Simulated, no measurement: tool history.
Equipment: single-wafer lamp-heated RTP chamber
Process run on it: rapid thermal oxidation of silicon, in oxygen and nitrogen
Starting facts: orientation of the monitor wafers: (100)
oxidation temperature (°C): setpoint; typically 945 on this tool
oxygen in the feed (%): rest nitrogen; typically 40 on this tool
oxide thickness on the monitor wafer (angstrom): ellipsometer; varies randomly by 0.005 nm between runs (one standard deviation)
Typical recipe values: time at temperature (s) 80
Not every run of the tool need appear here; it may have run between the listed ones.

run    hour  oxidation temperature (°C)  time at temperature (s)  oxygen in the feed (%)  wafers since the last listed run  wafers since the last pyrometer calibration  hours since the oxygen flow controller was replaced  hours since the gauge calibration  read-back reference wafer on the same gauge, thickness  oxide thickness on the monitor wafer (angstrom)
  1     0.0                         945                       68                      40                                 0                                         2065                                               4529.2                              525.2                                                   3.610                                            31.47
  2    96.1                         945                       80                      40                              1325                                         3391                                               4625.3                              621.3                                                   3.611                                            33.38
  3   199.9                         945                       80                      40                              1431                                         4823                                               4729.1                              725.1                                                   3.611                                            33.28
  4   239.2                         945                       80                      40                               542                                         5365                                               4768.4                              764.4                                                   3.611                                            33.33
  5   315.6                         945                       80                      40                              1053                                         6419                                               4844.8                              840.8                                                   3.611                                            33.37
      347.0  -- pyrometer window cleaned and pyrometer calibrated
  6   358.7                         945                       80                      40                               484                                          161                                               4887.9                              883.9                                                   3.612                                            33.28
  7   450.8                         945                       63                      40                              1270                                         1432                                               4980.0                              976.0                                                   3.610                                            30.74
  8   541.6                         945                       63                      40                              1252                                         2684                                               5070.8                             1066.8                                                   3.611                                            30.64
  9   639.3                         974                       64                      40                              1347                                         4032                                               5168.5                             1164.5                                                   3.610                                            36.66
      659.8  -- gauge calibrated
 10   701.6                         945                       80                      22                               859                                         4891                                               5230.8                               41.8                                                   3.610                                            29.26
      790.0  -- oxygen flow controller replaced
 11   809.3                         945                      112                      68                              1375                                         6266                                                 19.3                              149.5                                                   3.611                                            44.39
 12   896.5                         945                       80                      40                              1202                                         7469                                                106.5                              236.7                                                   3.609                                            33.50
      915.5  -- pyrometer window cleaned and pyrometer calibrated
 13   994.0                         945                       80                      55                              1234                                         1082                                                204.0                              334.2                                                   3.610                                            35.99
 14  1054.9                         930                       58                      40                               840                                         1922                                                264.9                              395.1                                                   3.609                                            27.88
 15  1276.9                         945                       80                      40                              3062                                         4984                                                486.9                              617.1                                                   3.612                                            33.32
 16  1333.6                         960                       80                      57                               782                                         5766                                                543.6                              673.8                                                   3.608                                            40.57
 17  1373.2                         920                       96                      49                               546                                         6312                                                583.2                              713.4                                                   3.610                                            32.32

Some steps in oxide thickness on the monitor wafer (angstrom) between neighbouring runs. How much of each would the tool show without its hidden state too (settings, what came in, random variation), and how much is left for the hidden state, with any gauge scatter that isn't in both results?
Hidden state present: true wafer temperature minus pyrometer reading, K; deviation of the oxygen flow from its setpoint, %; gauge reads high (%).
Run 10 -> 11: time at temperature (s) 80 -> 112, oxygen in the feed (%) 22 -> 68, oxygen flow controller replaced. oxide thickness on the monitor wafer (angstrom) +15.13: hidden state +0.35, all else +14.78.

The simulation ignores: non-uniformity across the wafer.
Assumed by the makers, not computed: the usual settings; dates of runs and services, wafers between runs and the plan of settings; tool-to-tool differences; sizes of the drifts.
